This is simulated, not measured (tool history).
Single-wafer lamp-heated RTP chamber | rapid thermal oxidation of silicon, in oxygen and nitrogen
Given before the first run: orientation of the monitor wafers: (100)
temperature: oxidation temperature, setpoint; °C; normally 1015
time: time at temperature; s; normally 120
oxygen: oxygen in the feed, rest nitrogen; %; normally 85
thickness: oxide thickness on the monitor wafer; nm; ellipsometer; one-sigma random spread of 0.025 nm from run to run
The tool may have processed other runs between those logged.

run   hour  temperature  time  oxygen  read-back reference wafer on the same gauge, thickness  thickness
  1      0         1015    82      85                                                   6.173      6.693
  2   17.5         1023   120      85                                                   6.173      8.451
  3   30.9         1023   120      85                                                   6.175      8.559
  4   39.3         1023   120      85                                                   6.169      8.472
  5   47.5         1015   120      85                                                    6.17      8.022
      64.4  -- oxygen flow controller replaced
      69.3  -- pyrometer window cleaned and pyrometer calibrated
  6   69.8         1030   120      85                                                   6.172      8.334
  7   70.2         1030   120      85                                                   6.173      8.329
  8     81          990   167      77                                                   6.173      7.013
      87.1  -- gauge calibrated
  9   98.3         1015   100      85                                                   6.179       6.87
 10  108.7         1015   120      85                                                   6.166      7.481
 11  124.5          987    81      98                                                   6.172       5.37
 12  134.7         1015   136      98                                                   6.174      8.343
 13  162.8          986   120      85                                                    6.17      6.025
 14  173.5          997   145      74                                                   6.173      6.777
 15  187.8         1015   120      85                                                   6.167      7.472

What if the next run were any one of these 3? Each begins from the tool's condition after run 15:
  A  188.2         1015   120      85                                                       ?          ?
  B  188.2          986    68      74                                                       ?          ?
  C  188.2          995   120      85                                                       ?          ?

run  read-back reference wafer on the same gauge, thickness  thickness
  A                                                   6.169      7.447
  B                                                   6.169      4.451
  C                                                   6.169      6.425
Stripped of hidden state, with their random variation kept, the same runs would have yielded:
run  thickness
  A      7.418
  B      4.433
  C      6.399
